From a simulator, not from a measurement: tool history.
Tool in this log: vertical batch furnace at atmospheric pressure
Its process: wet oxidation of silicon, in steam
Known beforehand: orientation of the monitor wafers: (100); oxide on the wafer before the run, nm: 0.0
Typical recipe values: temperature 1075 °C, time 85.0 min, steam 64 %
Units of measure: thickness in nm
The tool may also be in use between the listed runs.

| run | hour | temperature | time | steam | wafers since the last listed run | hours since the last temperature calibration | hours since the steam generator was serviced | hours since the gauge calibration | read-back reference wafer on the same gauge, thickness | thickness |
|---|---|---|---|---|---|---|---|---|---|---|
| 1 | 0.0 | 1075 | 85.0 | 64 | 0 | 3683.3 | 3733.2 | 210.2 | 704.24 | 702.13 |
| 2 | 29.4 | 1075 | 85.0 | 64 | 339 | 3712.7 | 3762.6 | 239.6 | 703.67 | 704.27 |
| 3 | 58.6 | 1075 | 85.0 | 64 | 337 | 3741.9 | 3791.8 | 268.8 | 704.93 | 698.59 |
| 4 | 85.6 | 1075 | 85.0 | 64 | 311 | 3768.9 | 3818.8 | 295.8 | 703.83 | 699.53 |
| 5 | 101.0 | 1075 | 64.0 | 64 | 177 | 3784.3 | 3834.2 | 311.2 | 704.04 | 592.90 |
| 6 | 127.8 | 1075 | 85.0 | 56 | 309 | 3811.1 | 3861.0 | 338.0 | 703.77 | 648.72 |
| 7 | 150.5 | 1075 | 85.0 | 56 | 262 | 3833.8 | 3883.7 | 360.7 | 704.68 | 650.02 |
|  | 177.7 | steam generator serviced |
|  | 193.4 | gauge calibrated |
| 8 | 199.3 | 1075 | 85.0 | 56 | 286 | 3882.6 | 21.6 | 5.9 | 703.86 | 650.20 |
| 9 | 222.2 | 1075 | 85.0 | 64 | 264 | 3905.5 | 44.5 | 28.8 | 702.66 | 698.67 |
| 10 | 246.1 | 1054 | 46.5 | 58 | 275 | 3929.4 | 68.4 | 52.7 | 703.16 | 409.94 |
|  | 280.1 | thermocouples replaced and temperature profile calibrated |
| 11 | 280.6 | 1075 | 54.0 | 56 | 121 | 0.5 | 102.9 | 87.2 | 704.18 | 494.15 |
| 12 | 285.0 | 1056 | 85.0 | 55 | 50 | 4.9 | 107.3 | 91.6 | 703.90 | 584.78 |
| 13 | 297.6 | 1075 | 85.0 | 64 | 145 | 17.5 | 119.9 | 104.2 | 703.95 | 703.38 |
| 14 | 319.3 | 1075 | 64.0 | 64 | 250 | 39.2 | 141.6 | 125.9 | 704.24 | 595.97 |
| 15 | 352.2 | 1075 | 85.0 | 64 | 379 | 72.1 | 174.5 | 158.8 | 703.84 | 703.65 |
| 16 | 368.6 | 1100 | 125.5 | 59 | 189 | 88.5 | 190.9 | 175.2 | 703.54 | 918.54 |
| 17 | 388.8 | 1075 | 85.0 | 74 | 233 | 108.7 | 211.1 | 195.4 | 703.93 | 762.61 |
| 18 | 430.2 | 1053 | 85.0 | 64 | 477 | 150.1 | 252.5 | 236.8 | 703.60 | 627.71 |

Here are 5 independent what-if runs from the current tool condition. What would each one return?
| A | 434.7 | 1075 | 85.0 | 64 | 51 | 154.6 | 257.0 | 241.3 | ? | ? |
| B | 434.7 | 1075 | 85.0 | 73 | 51 | 154.6 | 257.0 | 241.3 | ? | ? |
| C | 434.7 | 1075 | 66.0 | 76 | 51 | 154.6 | 257.0 | 241.3 | ? | ? |
| D | 434.7 | 1094 | 68.5 | 60 | 51 | 154.6 | 257.0 | 241.3 | ? | ? |
| E | 434.7 | 1061 | 85.0 | 64 | 51 | 154.6 | 257.0 | 241.3 | ? | ? |

| run | read-back reference wafer on the same gauge, thickness | thickness |
|---|---|---|
| A | 703.39 | 697.17 |
| B | 703.39 | 752.18 |
| C | 703.39 | 665.04 |
| D | 703.39 | 643.43 |
| E | 703.39 | 652.37 |
Stripped of hidden state, with their random variation kept, the same runs would have yielded:
| run | thickness |
|---|---|
| A | 697.17 |
| B | 752.18 |
| C | 665.04 |
| D | 643.43 |
| E | 652.37 |
